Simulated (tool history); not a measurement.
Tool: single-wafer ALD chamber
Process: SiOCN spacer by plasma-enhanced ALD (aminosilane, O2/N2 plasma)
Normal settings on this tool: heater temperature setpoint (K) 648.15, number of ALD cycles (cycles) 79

run,hour,heater temperature setpoint (K),number of ALD cycles (cycles),wafers since the last listed run,hours since the last thermocouple change,hours since the gauge calibration,"read-back reference wafer on the same gauge, thickness_nm",mean film thickness on the monitor wafer (angstrom)
1,0,648.15,79,0,2228.9,98.1,5.551,51.07
2,17.5,648.15,79,78,2246.4,115.6,5.551,50.87
3,34.6,648.15,79,76,2263.5,132.7,5.558,51.08
4,57.2,644.15,79,100,2286.1,155.3,5.56,51.33
5,76.2,648.15,79,84,2305.1,174.3,5.568,51.24
6,105.4,648.15,79,130,2334.3,203.5,5.57,51.2
7,139.1,648.15,79,150,2368,237.2,5.577,51.35
8,157.7,648.15,79,82,2386.6,255.8,5.585,51.63
9,177,648.15,79,86,2405.9,275.1,5.583,51.5
10,275,648.15,79,437,2503.9,373.1,5.607,51.53
11,299,655.15,79,107,2527.9,397.1,5.608,51.72
12,334.1,655.15,79,156,2563,432.2,5.618,51.91
13,382.7,648.15,79,216,2611.6,480.8,5.628,51.63
14,412.2,648.15,79,131,2641.1,510.3,5.634,51.87
15,436.3,648.15,79,107,2665.2,534.4,5.64,51.8
16,471.1,653.15,88,155,2700,569.2,5.647,57.64
17,499.3,653.15,88,125,2728.2,597.4,5.654,57.69
18,515.1,653.15,88,70,2744,613.2,5.654,58.11
19,536,648.15,79,93,2764.9,634.1,5.658,52.02
20,550.2,639.15,79,63,2779.1,648.3,5.662,52.06
21,566.7,648.15,79,73,2795.6,664.8,5.664,52.2
22,597.2,648.15,79,136,2826.1,695.3,5.672,51.98
23,624.4,642.15,66,121,2853.3,722.5,5.679,43.54
# hour 643.5: thermocouple changed; heater temperature recalibrated
24,652.1,648.15,79,87,8.6,750.2,5.685,52.03
25,682.6,656.15,92,136,39.1,780.7,5.69,60.9
# hour 693.5: gauge calibrated
26,695.8,652.15,79,58,52.3,2.3,5.563,51.1
27,720.5,648.15,83,110,77,27,5.57,53.96
28,738.9,652.15,73,82,95.4,45.4,5.574,47.57
29,762.6,638.15,64,105,119.1,69.1,5.578,41.5
30,796.1,641.15,67,149,152.6,102.6,5.586,43.56
31,813.2,638.15,89,76,169.7,119.7,5.587,57.94
32,833.9,642.15,71,92,190.4,140.4,5.592,46.11
33,847.2,654.15,85,59,203.7,153.7,5.597,55.37
34,878.4,652.15,79,139,234.9,184.9,5.602,51.6
35,912.3,663.15,87,151,268.8,218.8,5.61,56.74
36,946.4,638.15,63,152,302.9,252.9,5.617,41.27

Table of differences, measured result less the result of that run with no hidden state. Run-to-run variation is the same in both. Gauge scatter possibly is not:
Hidden state at play: wafer temperature above the value expected at the setpoint (K); gauge reads high (%).
run,mean film thickness on the monitor wafer (angstrom)
1,+0.18
2,+0.22
3,+0.25
4,+0.29
5,+0.32
6,+0.38
7,+0.45
8,+0.48
9,+0.52
10,+0.7
11,+0.75
12,+0.82
13,+0.9
14,+0.95
15,+1
16,+1.18
17,+1.24
18,+1.28
19,+1.18
20,+1.22
21,+1.24
22,+1.29
23,+1.12
24,+1.4
25,+1.7
26,+0.32
27,+0.39
28,+0.38
29,+0.36
30,+0.43
31,+0.62
32,+0.53
33,+0.66
34,+0.67
35,+0.8
36,+0.63

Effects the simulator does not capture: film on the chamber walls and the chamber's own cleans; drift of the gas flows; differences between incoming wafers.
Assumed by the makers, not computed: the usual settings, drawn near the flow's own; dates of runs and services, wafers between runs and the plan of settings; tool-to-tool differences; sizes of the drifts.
